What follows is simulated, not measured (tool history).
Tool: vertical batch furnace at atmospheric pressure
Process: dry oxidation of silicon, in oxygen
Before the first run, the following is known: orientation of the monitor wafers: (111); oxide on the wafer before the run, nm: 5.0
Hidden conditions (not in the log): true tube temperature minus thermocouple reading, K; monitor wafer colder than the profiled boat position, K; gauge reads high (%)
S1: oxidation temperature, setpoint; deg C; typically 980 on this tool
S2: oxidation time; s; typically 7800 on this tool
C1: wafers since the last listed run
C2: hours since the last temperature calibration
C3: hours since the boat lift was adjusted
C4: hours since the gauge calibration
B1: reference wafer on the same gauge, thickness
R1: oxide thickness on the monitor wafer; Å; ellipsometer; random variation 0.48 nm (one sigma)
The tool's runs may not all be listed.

run     day    S1     S2    C1      C2      C3      C4      B1      R1
  1       0   980   7800     0  2571.7  1553.3  1996.7  110.03    1056
  2   2.096   980   7800   430    2622  1603.6    2047  110.14  1044.1
  3   3.858   980   7800   361  2664.3  1645.9  2089.3  109.97    1046
  4   5.067   990   7800   248  2693.3  1674.9  2118.3  110.05  1129.4
  5   7.646   990   7800   529  2755.2  1736.8  2180.2  109.99  1117.4
  6   9.946   991   7800   472  2810.4    1792  2235.4  109.96  1128.1
  7  12.412   991   7800   506  2869.6  1851.2  2294.6  109.95  1131.9
  8  14.179   991   7800   362    2912  1893.6    2337  110.21  1130.4
  9  17.083   980   7800   596  2981.7  1963.3  2406.7  109.85  1044.4
 10  20.762   980   7800   755    3070  2051.6    2495  109.93  1049.2
 11  23.054   974   7800   470    3125  2106.6    2550  110.06  1002.1
 12  24.208   980   7800   236  3152.7  2134.3  2577.7  109.94  1052.5
 13  27.075   980   7800   588  3221.5  2203.1  2646.5  110.05  1049.5
     30.008  -- gauge calibrated
 14  30.025   965   7800   605  3292.3  2273.9     0.4  110.02   947.6
 15  35.096   965   7800  1041    3414  2395.6   122.1  109.97   951.2
 16   37.95   965   7800   585  3482.5  2464.1   190.6  109.97   941.7
 17  39.725   973   7800   364  3525.1  2506.7   233.2  109.85  1002.5
 18  40.833   980   7800   227  3551.7  2533.3   259.8  109.94  1054.6
 19  42.338   980   7800   308  3587.8  2569.4   295.9  109.97  1045.9
 20  44.412  1003   6600   426  3637.6  2619.2   345.7  110.05  1113.6
      46.85  -- boat lift adjusted
 21  46.871   980   7800   299  3696.6     0.5   404.7  109.95  1047.7
 22  49.183   980   5190   474  3752.1      56   460.2  109.84   810.4
 23  51.412   980   7800   457  3805.6   109.5   513.7  109.96  1050.8
 24   54.05   980   7800   541  3868.9   172.8     577  110.07  1056.4
 25  62.867   965   6750  1810  4080.5   384.4   788.6  110.11   855.1
 26  65.596   980   7800   560    4146   449.9   854.1  109.84    1059
     68.504  -- thermocouples replaced and temperature profile calibrated
 27  68.525   995   5940   396     0.5   520.2   924.4  110.05   941.5
 28  69.854   980  11040   272    32.4   552.1   956.3  110.09  1269.6
 29  72.742  1002   5880   592   101.7   621.4  1025.6  109.93  1002.8
 30  74.588   960   6180   378     146   665.7  1069.9  109.91   758.3
 31  75.971   980   7800   284   179.2   698.9  1103.1  109.88  1019.4
 32  77.292   991  10110   271   210.9   730.6  1134.8  109.97  1303.9
 33  79.854   990  11580   526   272.4   792.1  1196.3  109.96  1403.3
 34  81.796   960  10800   398     319   838.7  1242.9  110.03  1092.9
 35  87.712   995   4260  1214     461   980.7  1384.9  109.96   776.9
 36  89.746   970   4740   417   509.8  1029.5  1433.7  110.22   694.3
 37  91.471   980   7800   354   551.2  1070.9  1475.1  110.09    1030
 38  94.042   980   7800   527   612.9  1132.6  1536.8  109.99  1024.9
 39  95.125   980   4200   222   638.9  1158.6  1562.8  110.03   685.9

Predict each of these 4 candidate next runs independently; none follows another, all start after run 39:
  A  95.412  980   5730  59  645.8  1165.5  1569.7   ?   ?
  B  95.412  990  11550  59  645.8  1165.5  1569.7   ?   ?
  C  95.412  980   5760  59  645.8  1165.5  1569.7   ?   ?
  D  95.412  991   9300  59  645.8  1165.5  1569.7   ?   ?

run      B1      R1
  A  110.06   846.8
  B  110.06  1414.3
  C  110.06   849.7
  D  110.06  1243.9
With the hidden condition removed and each run's random variation left untouched, the same runs would have given:
run      R1
  A   832.9
  B  1393.3
  C   835.7
  D    1225
